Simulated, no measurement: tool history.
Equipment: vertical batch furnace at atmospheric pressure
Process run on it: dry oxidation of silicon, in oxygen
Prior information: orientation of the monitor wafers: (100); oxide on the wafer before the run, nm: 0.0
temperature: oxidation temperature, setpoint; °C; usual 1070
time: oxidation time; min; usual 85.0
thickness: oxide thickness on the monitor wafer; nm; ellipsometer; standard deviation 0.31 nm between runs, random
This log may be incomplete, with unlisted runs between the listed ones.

run     day  temperature   time  read-back reference wafer on the same gauge, thickness  thickness
  1   0.000         1078   85.0                                                  106.01     127.23
  2   3.942         1070   85.0                                                  105.99     119.99
  3   7.688         1070   85.0                                                  105.96     120.18
  4  10.504         1070   85.0                                                  105.99     120.06
  5  14.712         1070   56.0                                                  106.08      91.93
     19.467  -- thermocouples replaced and temperature profile calibrated
  6  19.488         1070   85.0                                                  106.00     115.11
  7  22.896         1070   85.0                                                  105.99     115.33
  8  27.062         1070   85.0                                                  105.96     116.35
     28.571  -- gauge calibrated
  9  29.679         1090   85.0                                                  106.00     134.68
 10  32.200         1078  115.5                                                  106.04     150.21
     36.150  -- boat lift adjusted
 11  36.171         1081   73.0                                                  106.01     115.02
 12  37.567         1084  117.5                                                  105.96     159.45
 13  41.946         1085  103.5                                                  106.04     147.73
 14  43.888         1070   85.0                                                  105.98     117.37
 15  46.325         1086  125.5                                                  106.04     169.53

Branching from run 15: 4 alternative next runs. What would each branch give?
  A  46.567         1053   85.0                                                       ?          ?
  B  46.567         1052  106.5                                                       ?          ?
  C  46.567         1058   85.0                                                       ?          ?
  D  46.567         1070   57.0                                                       ?          ?

run  read-back reference wafer on the same gauge, thickness  thickness
  A                                                  106.02     102.57
  B                                                  106.02     117.81
  C                                                  106.02     106.73
  D                                                  106.02      90.79
What these runs would have given with no unlogged condition in the tool:
run  thickness
  A     100.55
  B     115.53
  C     104.67
  D      89.07
